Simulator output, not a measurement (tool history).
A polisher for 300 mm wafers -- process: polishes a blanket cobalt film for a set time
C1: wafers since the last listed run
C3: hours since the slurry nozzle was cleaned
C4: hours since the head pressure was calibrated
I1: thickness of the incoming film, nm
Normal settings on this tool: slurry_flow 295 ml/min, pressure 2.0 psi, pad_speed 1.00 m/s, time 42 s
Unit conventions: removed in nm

Run 1, day 0.000: usual settings; C1 0; wafers polished on this pad 3477; C3 366.6; C4 576.6; I1 808.1. Result: removed 237.3 nm.
Run 2, day 1.812: usual settings; C1 330; wafers polished on this pad 3807; C3 410.1; C4 620.1; I1 807.1. Result: removed 232.8 nm.
At day 1.942: head pressure recalibrated.
At day 4.667: worn pad replaced by a new one.
Run 3, day 6.075: usual settings; C1 731; wafers polished on this pad 256; C3 512.4; C4 99.2; I1 818.4. Result: removed 250.0 nm.
Run 4, day 9.858: usual settings; C1 689; wafers polished on this pad 946; C3 603.2; C4 190.0; I1 813.2. Result: removed 252.7 nm.
Run 5, day 12.900: usual settings; C1 554; wafers polished on this pad 1500; C3 676.2; C4 263.0; I1 825.9. Result: removed 242.2 nm.
At day 14.400: slurry nozzle cleaned.
Run 6, day 14.917: usual settings but pressure 1.7 psi; C1 360; wafers polished on this pad 1860; C3 12.4; C4 311.4; I1 808.9. Result: removed 213.1 nm.
Run 7, day 19.142: usual settings but pressure 1.7 psi; C1 770; wafers polished on this pad 2630; C3 113.8; C4 412.8; I1 812.7. Result: removed 209.9 nm.
Run 8, day 23.329: usual settings; C1 763; wafers polished on this pad 3394; C3 214.3; C4 513.3; I1 801.2. Result: removed 241.9 nm.
Run 9, day 26.642: usual settings; C1 603; wafers polished on this pad 3997; C3 293.8; C4 592.8; I1 816.5. Result: removed 234.4 nm.
Run 10, day 28.596: usual settings; C1 356; wafers polished on this pad 4354; C3 340.7; C4 639.7; I1 810.5. Result: removed 235.0 nm.
At day 29.746: worn pad replaced by a new one.
At day 31.462: head pressure recalibrated.
Run 11, day 31.812: usual settings; C1 540; wafers polished on this pad 361; C3 417.9; C4 8.4; I1 816.8. Result: removed 247.5 nm.
Run 12, day 33.779: usual settings; C1 358; wafers polished on this pad 720; C3 465.1; C4 55.6; I1 800.6. Result: removed 251.1 nm.
Run 13, day 37.267: usual settings; C1 635; wafers polished on this pad 1355; C3 548.8; C4 139.3; I1 806.2. Result: removed 241.6 nm.
Run 14, day 40.875: usual settings; C1 657; wafers polished on this pad 2013; C3 635.4; C4 225.9; I1 800.3. Result: removed 241.1 nm.
At day 43.221: slurry nozzle cleaned.
Run 15, day 45.004: usual settings; C1 745; wafers polished on this pad 2758; C3 42.8; C4 325.0; I1 798.2. Result: removed 243.3 nm.
Run 16, day 48.512: usual settings; C1 639; wafers polished on this pad 3398; C3 127.0; C4 409.2; I1 810.8. Result: removed 237.1 nm.
Run 17, day 51.329: usual settings; C1 513; wafers polished on this pad 3911; C3 194.6; C4 476.8; I1 819.0. Result: removed 237.0 nm.
Run 18, day 53.658: usual settings but slurry_flow 340 ml/min; C1 424; wafers polished on this pad 4336; C3 250.5; C4 532.7; I1 811.5. Result: removed 234.5 nm.
At day 54.521: worn pad replaced by a new one.
At day 56.608: head pressure recalibrated.
Run 19, day 57.675: usual settings but pressure 1.4 psi, pad_speed 1.12 m/s, time 48 s; C1 686; wafers polished on this pad 559; C3 346.9; C4 25.6; I1 813.6. Result: removed 220.1 nm.
Run 20, day 60.046: usual settings; C1 432; wafers polished on this pad 991; C3 403.8; C4 82.5; I1 816.9. Result: removed 251.8 nm.
Run 21, day 62.912: usual settings but pressure 2.6 psi, pad_speed 1.36 m/s, time 28 s; C1 522; wafers polished on this pad 1514; C3 472.6; C4 151.3; I1 805.8. Result: removed 262.6 nm.
Run 22, day 64.817: usual settings but time 48 s; C1 347; wafers polished on this pad 1861; C3 518.3; C4 197.0; I1 817.1. Result: removed 282.2 nm.
Run 23, day 69.221: usual settings but slurry_flow 220 ml/min; C1 802; wafers polished on this pad 2664; C3 624.0; C4 302.7; I1 806.4. Result: removed 233.3 nm.
Run 24, day 71.242: usual settings but slurry_flow 340 ml/min; C1 368; wafers polished on this pad 3032; C3 672.5; C4 351.2; I1 818.4. Result: removed 237.9 nm.
At day 72.658: slurry nozzle cleaned.
Run 25, day 73.479: usual settings; C1 400; wafers polished on this pad 3433; C3 19.7; C4 404.9; I1 801.3. Result: removed 240.8 nm.
Run 26, day 77.171: usual settings; C1 672; wafers polished on this pad 4105; C3 108.3; C4 493.5; I1 816.2. Result: removed 235.7 nm.
At day 80.475: worn pad replaced by a new one.
Run 27, day 81.208: usual settings but slurry_flow 250 ml/min, pressure 1.6 psi; C1 705; wafers polished on this pad 133; C3 205.2; C4 590.4; I1 811.6. Result: removed 201.4 nm.
Run 28, day 83.392: usual settings but slurry_flow 265 ml/min, pressure 2.7 psi, time 51 s; C1 397; wafers polished on this pad 531; C3 257.6; C4 642.8; I1 813.6. Result: removed 417.4 nm.
Run 29, day 86.083: usual settings but time 35 s; C1 490; wafers polished on this pad 1022; C3 322.2; C4 707.4; I1 823.9. Result: removed 209.2 nm.
At day 86.850: head pressure recalibrated.
Run 30, day 88.012: usual settings; C1 336; wafers polished on this pad 1358; C3 368.5; C4 27.9; I1 802.8. Result: removed 249.8 nm.
Run 31, day 89.704: usual settings but slurry_flow 235 ml/min, pressure 1.4 psi, pad_speed 0.74 m/s, time 48 s; C1 308; wafers polished on this pad 1666; C3 409.1; C4 68.5; I1 815.6. Result: removed 161.6 nm.
Run 32, day 92.454: usual settings; C1 501; wafers polished on this pad 2168; C3 475.1; C4 134.5; I1 817.3. Result: removed 243.9 nm.
Run 33, day 96.071: usual settings but time 51 s; C1 659; wafers polished on this pad 2827; C3 561.9; C4 221.3; I1 817.3. Result: removed 288.1 nm.
Run 34, day 99.458: usual settings; C1 617; wafers polished on this pad 3444; C3 643.2; C4 302.6; I1 791.9. Result: removed 231.9 nm.
At day 103.450: worn pad replaced by a new one.
Run 35, day 103.942: usual settings but pressure 2.6 psi, time 36 s; C1 786; wafers polished on this pad 89; C3 750.8; C4 410.2; I1 810.1. Result: removed 265.5 nm.
At day 104.533: slurry nozzle cleaned.
Run 36, day 106.300: usual settings but time 38 s; C1 422; wafers polished on this pad 511; C3 42.4; C4 466.8; I1 812.4. Result: removed 234.4 nm.
Run 37, day 108.125: usual settings but pressure 1.4 psi, pad_speed 1.22 m/s; C1 332; wafers polished on this pad 844; C3 86.2; C4 510.6; I1 821.1. Result: removed 202.4 nm.
At day 110.146: head pressure recalibrated.
Run 38, day 112.367: usual settings; C1 757; wafers polished on this pad 1602; C3 188.0; C4 53.3; I1 811.6. Result: removed 251.1 nm.

Branching from run 38: 3 alternative next runs. What would each branch give?
Run A, day 112.383: usual settings but pressure 1.4 psi; C1 3; wafers polished on this pad 1605; C3 188.4; C4 53.7; I1 816.6. Result: removed ?.
Run B, day 112.383: usual settings but pressure 2.4 psi; C1 3; wafers polished on this pad 1605; C3 188.4; C4 53.7; I1 816.6. Result: removed ?.
Run C, day 112.383: usual settings but slurry_flow 370 ml/min, time 53 s; C1 3; wafers polished on this pad 1605; C3 188.4; C4 53.7; I1 816.6. Result: removed ?.

run  removed
  A    175.1
  B    300.1
  C    320.4
With no hidden state in the tool, these same runs would have given:
run  removed
  A    179.5
  B    307.8
  C    328.4
